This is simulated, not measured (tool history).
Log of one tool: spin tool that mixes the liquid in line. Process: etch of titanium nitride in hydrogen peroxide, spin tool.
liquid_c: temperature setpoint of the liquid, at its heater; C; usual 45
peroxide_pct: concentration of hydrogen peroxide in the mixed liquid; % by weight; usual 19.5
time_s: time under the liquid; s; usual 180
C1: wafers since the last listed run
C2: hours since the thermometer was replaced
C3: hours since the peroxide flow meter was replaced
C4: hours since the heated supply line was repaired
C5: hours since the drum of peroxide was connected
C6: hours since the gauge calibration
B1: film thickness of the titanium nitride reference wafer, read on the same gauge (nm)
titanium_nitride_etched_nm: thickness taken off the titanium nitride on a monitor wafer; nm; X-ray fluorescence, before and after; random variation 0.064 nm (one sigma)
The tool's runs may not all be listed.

{"run": 1, "hour": 0.0, "liquid_c": 45, "peroxide_pct": 19.5, "time_s": 180, "C1": 0, "C2": 1095.3, "C3": 1903.6, "C4": 838.8, "C5": 679.9, "C6": 163.7, "B1": 119.99, "titanium_nitride_etched_nm": 5.22}
{"run": 2, "hour": 21.5, "liquid_c": 45, "peroxide_pct": 23, "time_s": 180, "C1": 124, "C2": 1116.8, "C3": 1925.1, "C4": 860.3, "C5": 701.4, "C6": 185.2, "B1": 120.04, "titanium_nitride_etched_nm": 5.32}
{"run": 3, "hour": 39.2, "liquid_c": 45, "peroxide_pct": 23, "time_s": 180, "C1": 102, "C2": 1134.5, "C3": 1942.8, "C4": 878, "C5": 719.1, "C6": 202.9, "B1": 120.01, "titanium_nitride_etched_nm": 5.3}
{"run": 4, "hour": 51.3, "liquid_c": 45, "peroxide_pct": 23, "time_s": 180, "C1": 70, "C2": 1146.6, "C3": 1954.9, "C4": 890.1, "C5": 731.2, "C6": 215, "B1": 119.96, "titanium_nitride_etched_nm": 5.4}
{"run": 5, "hour": 67.5, "liquid_c": 45, "peroxide_pct": 15, "time_s": 180, "C1": 93, "C2": 1162.8, "C3": 1971.1, "C4": 906.3, "C5": 747.4, "C6": 231.2, "B1": 119.97, "titanium_nitride_etched_nm": 4.77}
{"run": 6, "hour": 81.4, "liquid_c": 45, "peroxide_pct": 19.5, "time_s": 180, "C1": 80, "C2": 1176.7, "C3": 1985, "C4": 920.2, "C5": 761.3, "C6": 245.1, "B1": 120, "titanium_nitride_etched_nm": 5.01}
{"run": 7, "hour": 91.0, "liquid_c": 45, "peroxide_pct": 19.5, "time_s": 180, "C1": 55, "C2": 1186.3, "C3": 1994.6, "C4": 929.8, "C5": 770.9, "C6": 254.7, "B1": 120.03, "titanium_nitride_etched_nm": 5.14}
{"run": 8, "hour": 106.8, "liquid_c": 45, "peroxide_pct": 19.5, "time_s": 180, "C1": 91, "C2": 1202.1, "C3": 2010.4, "C4": 945.6, "C5": 786.7, "C6": 270.5, "B1": 120, "titanium_nitride_etched_nm": 5.09}
{"hour": 113.7, "done": "peroxide flow meter replaced"}
{"hour": 117.4, "done": "heated supply line repaired"}
{"run": 9, "hour": 119.1, "liquid_c": 45, "peroxide_pct": 19.5, "time_s": 180, "C1": 59, "C2": 1214.4, "C3": 5.4, "C4": 1.7, "C5": 799, "C6": 282.8, "B1": 119.97, "titanium_nitride_etched_nm": 6.37}
{"run": 10, "hour": 134.6, "liquid_c": 45, "peroxide_pct": 19.5, "time_s": 180, "C1": 89, "C2": 1229.9, "C3": 20.9, "C4": 17.2, "C5": 814.5, "C6": 298.3, "B1": 120.02, "titanium_nitride_etched_nm": 6.3}
{"run": 11, "hour": 147.0, "liquid_c": 50, "peroxide_pct": 19.5, "time_s": 180, "C1": 71, "C2": 1242.3, "C3": 33.3, "C4": 29.6, "C5": 826.9, "C6": 310.7, "B1": 120.01, "titanium_nitride_etched_nm": 9.17}
{"run": 12, "hour": 164.3, "liquid_c": 45, "peroxide_pct": 19.5, "time_s": 180, "C1": 100, "C2": 1259.6, "C3": 50.6, "C4": 46.9, "C5": 844.2, "C6": 328, "B1": 119.98, "titanium_nitride_etched_nm": 6.39}
{"hour": 170.1, "done": "gauge calibrated"}
{"run": 13, "hour": 170.9, "liquid_c": 51.5, "peroxide_pct": 19.5, "time_s": 180, "C1": 38, "C2": 1266.2, "C3": 57.2, "C4": 53.5, "C5": 850.8, "C6": 0.8, "B1": 119.98, "titanium_nitride_etched_nm": 10.05}
{"run": 14, "hour": 182.7, "liquid_c": 52.5, "peroxide_pct": 15, "time_s": 265, "C1": 68, "C2": 1278, "C3": 69, "C4": 65.3, "C5": 862.6, "C6": 12.6, "B1": 119.98, "titanium_nitride_etched_nm": 15.04}
{"run": 15, "hour": 196.1, "liquid_c": 35.5, "peroxide_pct": 17.5, "time_s": 285, "C1": 77, "C2": 1291.4, "C3": 82.4, "C4": 78.7, "C5": 876, "C6": 26, "B1": 120.05, "titanium_nitride_etched_nm": 4.73}
{"run": 16, "hour": 209.5, "liquid_c": 38.5, "peroxide_pct": 17.5, "time_s": 290, "C1": 77, "C2": 1304.8, "C3": 95.8, "C4": 92.1, "C5": 889.4, "C6": 39.4, "B1": 120, "titanium_nitride_etched_nm": 6.05}
{"hour": 213.8, "done": "thermometer replaced"}
{"run": 17, "hour": 220.3, "liquid_c": 45, "peroxide_pct": 19.5, "time_s": 180, "C1": 56, "C2": 6.5, "C3": 106.6, "C4": 102.9, "C5": 900.2, "C6": 50.2, "B1": 120.05, "titanium_nitride_etched_nm": 6.26}
{"run": 18, "hour": 231.0, "liquid_c": 45, "peroxide_pct": 16.5, "time_s": 180, "C1": 61, "C2": 17.2, "C3": 117.3, "C4": 113.6, "C5": 910.9, "C6": 60.9, "B1": 120.02, "titanium_nitride_etched_nm": 6.03}
{"hour": 233.8, "done": "new drum of peroxide connected"}
{"run": 19, "hour": 246.0, "liquid_c": 35.5, "peroxide_pct": 17.5, "time_s": 285, "C1": 80, "C2": 32.2, "C3": 132.3, "C4": 128.6, "C5": 12.2, "C6": 75.9, "B1": 120.02, "titanium_nitride_etched_nm": 4.69}
{"run": 20, "hour": 262.2, "liquid_c": 45, "peroxide_pct": 16, "time_s": 215, "C1": 93, "C2": 48.4, "C3": 148.5, "C4": 144.8, "C5": 28.4, "C6": 92.1, "B1": 119.99, "titanium_nitride_etched_nm": 7.04}
{"run": 21, "hour": 277.4, "liquid_c": 41, "peroxide_pct": 14, "time_s": 180, "C1": 87, "C2": 63.6, "C3": 163.7, "C4": 160, "C5": 43.6, "C6": 107.3, "B1": 119.98, "titanium_nitride_etched_nm": 4.25}
{"run": 22, "hour": 294.0, "liquid_c": 35.5, "peroxide_pct": 15.5, "time_s": 180, "C1": 96, "C2": 80.2, "C3": 180.3, "C4": 176.6, "C5": 60.2, "C6": 123.9, "B1": 119.98, "titanium_nitride_etched_nm": 2.8}
{"run": 23, "hour": 300.7, "liquid_c": 42, "peroxide_pct": 17.5, "time_s": 260, "C1": 38, "C2": 86.9, "C3": 187, "C4": 183.3, "C5": 66.9, "C6": 130.6, "B1": 120, "titanium_nitride_etched_nm": 6.92}
{"run": 24, "hour": 344.1, "liquid_c": 45, "peroxide_pct": 19.5, "time_s": 180, "C1": 251, "C2": 130.3, "C3": 230.4, "C4": 226.7, "C5": 110.3, "C6": 174, "B1": 120.03, "titanium_nitride_etched_nm": 6.06}
{"run": 25, "hour": 356.3, "liquid_c": 39, "peroxide_pct": 19.5, "time_s": 180, "C1": 70, "C2": 142.5, "C3": 242.6, "C4": 238.9, "C5": 122.5, "C6": 186.2, "B1": 119.98, "titanium_nitride_etched_nm": 3.8}
{"run": 26, "hour": 367.2, "liquid_c": 45, "peroxide_pct": 19.5, "time_s": 100, "C1": 63, "C2": 153.4, "C3": 253.5, "C4": 249.8, "C5": 133.4, "C6": 197.1, "B1": 120.01, "titanium_nitride_etched_nm": 3.35}

Forecast each of these 3 alternatives for the next run:
{"run": "A", "hour": 367.7, "liquid_c": 45, "peroxide_pct": 19.5, "time_s": 180, "C1": 2, "C2": 153.9, "C3": 254, "C4": 250.3, "C5": 133.9, "C6": 197.6, "B1": "?", "titanium_nitride_etched_nm": "?"}
{"run": "B", "hour": 367.7, "liquid_c": 45, "peroxide_pct": 19.5, "time_s": 110, "C1": 2, "C2": 153.9, "C3": 254, "C4": 250.3, "C5": 133.9, "C6": 197.6, "B1": "?", "titanium_nitride_etched_nm": "?"}
{"run": "C", "hour": 367.7, "liquid_c": 45, "peroxide_pct": 19.5, "time_s": 95, "C1": 2, "C2": 153.9, "C3": 254, "C4": 250.3, "C5": 133.9, "C6": 197.6, "B1": "?", "titanium_nitride_etched_nm": "?"}

run=A B1=120.01 titanium_nitride_etched_nm=6.07
run=B B1=120.01 titanium_nitride_etched_nm=3.71
run=C B1=120.01 titanium_nitride_etched_nm=3.2
Without the tool's hidden state the same runs would have given:
run=A titanium_nitride_etched_nm=6.69
run=B titanium_nitride_etched_nm=4.09
run=C titanium_nitride_etched_nm=3.53
